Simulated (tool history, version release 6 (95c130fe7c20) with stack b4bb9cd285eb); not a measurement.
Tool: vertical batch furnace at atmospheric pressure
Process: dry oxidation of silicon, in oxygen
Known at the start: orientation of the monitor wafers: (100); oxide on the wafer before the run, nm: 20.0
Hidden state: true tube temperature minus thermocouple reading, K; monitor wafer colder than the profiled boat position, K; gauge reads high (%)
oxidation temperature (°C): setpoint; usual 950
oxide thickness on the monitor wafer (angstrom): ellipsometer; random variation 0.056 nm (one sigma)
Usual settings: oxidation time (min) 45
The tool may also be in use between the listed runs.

| run | hour | oxidation temperature (°C) | oxidation time (min) | wafers since the last listed run | hours since the last temperature calibration | hours since the boat lift was adjusted | hours since the gauge calibration | read-back reference wafer on the same gauge, thickness | oxide thickness on the monitor wafer (angstrom) |
|---|---|---|---|---|---|---|---|---|---|
| 1 | 0 | 950 | 45 | 0 | 3021.5 | 1115.4 | 432.5 | 42.1 | 376.1 |
| 2 | 12.2 | 950 | 45 | 187 | 3033.7 | 1127.6 | 444.7 | 42.06 | 377.1 |
| 3 | 26.2 | 941 | 62.5 | 215 | 3047.7 | 1141.6 | 458.7 | 42.12 | 412.2 |
| 4 | 55.7 | 941 | 62.5 | 453 | 3077.2 | 1171.1 | 488.2 | 42.09 | 412 |
| 5 | 71.7 | 941 | 62.5 | 245 | 3093.2 | 1187.1 | 504.2 | 42.11 | 412.8 |
| 6 | 97.7 | 934 | 32.5 | 399 | 3119.2 | 1213.1 | 530.2 | 42.09 | 309 |
| 7 | 122.6 | 934 | 32.5 | 382 | 3144.1 | 1238 | 555.1 | 42.1 | 309.4 |
| 8 | 135.4 | 934 | 32.5 | 196 | 3156.9 | 1250.8 | 567.9 | 42.09 | 309.2 |
| 9 | 229 | 950 | 45 | 1438 | 3250.5 | 1344.4 | 661.5 | 42.11 | 376.5 |
| 10 | 256.1 | 950 | 45 | 416 | 3277.6 | 1371.5 | 688.6 | 42.1 | 375.9 |
| 11 | 279.1 | 937 | 45 | 353 | 3300.6 | 1394.5 | 711.6 | 42.1 | 351 |
|  | 324.3 | boat lift adjusted |
| 12 | 324.8 | 962 | 32 | 333 | 3346.3 | 0.5 | 757.3 | 42.08 | 352.9 |
| 13 | 334.4 | 962 | 32 | 147 | 3355.9 | 10.1 | 766.9 | 42.1 | 354.6 |
| 14 | 369.6 | 950 | 45 | 541 | 3391.1 | 45.3 | 802.1 | 42.08 | 384.2 |
| 15 | 396.7 | 950 | 45 | 416 | 3418.2 | 72.4 | 829.2 | 42.11 | 383.3 |
| 16 | 426.3 | 950 | 45 | 454 | 3447.8 | 102 | 858.8 | 42.09 | 384.6 |
| 17 | 442.5 | 950 | 30 | 248 | 3464 | 118.2 | 875 | 42.11 | 329.2 |
| 18 | 471.6 | 950 | 30 | 447 | 3493.1 | 147.3 | 904.1 | 42.09 | 328.7 |
| 19 | 491 | 938 | 36 | 298 | 3512.5 | 166.7 | 923.5 | 42.11 | 331.1 |
| 20 | 509.9 | 941 | 62.5 | 290 | 3531.4 | 185.6 | 942.4 | 42.09 | 419.8 |
| 21 | 530.3 | 950 | 45 | 313 | 3551.8 | 206 | 962.8 | 42.09 | 383.9 |
|  | 543.3 | gauge calibrated |
|  | 560.8 | thermocouples replaced and temperature profile calibrated |
| 22 | 561.3 | 950 | 45 | 107 | 0.5 | 237 | 18 | 42.1 | 370.9 |
| 23 | 583.5 | 937 | 66 | 341 | 22.7 | 259.2 | 40.2 | 42.09 | 405.2 |
| 24 | 599.4 | 941 | 67 | 244 | 38.6 | 275.1 | 56.1 | 42.07 | 419.1 |
| 25 | 613.6 | 969 | 55.5 | 218 | 52.8 | 289.3 | 70.3 | 42.08 | 451.5 |
| 26 | 640.6 | 957 | 33.5 | 414 | 79.8 | 316.3 | 97.3 | 42.12 | 344.2 |
| 27 | 668.8 | 959 | 56.5 | 433 | 108 | 344.5 | 125.5 | 42.09 | 432.7 |
| 28 | 688.7 | 974 | 62 | 305 | 127.9 | 364.4 | 145.4 | 42.12 | 488.3 |
| 29 | 707.7 | 928 | 36 | 292 | 146.9 | 383.4 | 164.4 | 42.11 | 306.8 |
| 30 | 730.2 | 970 | 58 | 345 | 169.4 | 405.9 | 186.9 | 42.09 | 461.7 |
| 31 | 750.6 | 929 | 57 | 313 | 189.8 | 426.3 | 207.3 | 42.1 | 362.2 |
| 32 | 778.3 | 950 | 45 | 425 | 217.5 | 454 | 235 | 42.09 | 371.6 |
| 33 | 810.3 | 927 | 25 | 491 | 249.5 | 486 | 267 | 42.09 | 276.5 |
| 34 | 853.9 | 968 | 57.5 | 670 | 293.1 | 529.6 | 310.6 | 42.1 | 457.1 |
| 35 | 886.9 | 938 | 35 | 507 | 326.1 | 562.6 | 343.6 | 42.07 | 319.1 |
| 36 | 911.4 | 965 | 51.5 | 376 | 350.6 | 587.1 | 368.1 | 42.1 | 427.6 |

5 ways to go on from here, each from the tool as it stands after run 36. What would each give?
| A | 916.9 | 950 | 45 | 84 | 356.1 | 592.6 | 373.6 | ? | ? |
| B | 916.9 | 969 | 45 | 84 | 356.1 | 592.6 | 373.6 | ? | ? |
| C | 916.9 | 938 | 51 | 84 | 356.1 | 592.6 | 373.6 | ? | ? |
| D | 916.9 | 970 | 29 | 84 | 356.1 | 592.6 | 373.6 | ? | ? |
| E | 916.9 | 927 | 34 | 84 | 356.1 | 592.6 | 373.6 | ? | ? |

| run | read-back reference wafer on the same gauge, thickness | oxide thickness on the monitor wafer (angstrom) |
|---|---|---|
| A | 42.09 | 372.5 |
| B | 42.09 | 410 |
| C | 42.09 | 366.2 |
| D | 42.09 | 344.9 |
| E | 42.09 | 301 |
Without the tool's hidden state the same runs would have given:
| run | oxide thickness on the monitor wafer (angstrom) |
|---|---|
| A | 373.1 |
| B | 410.5 |
| C | 366.9 |
| D | 345.3 |
| E | 301.4 |
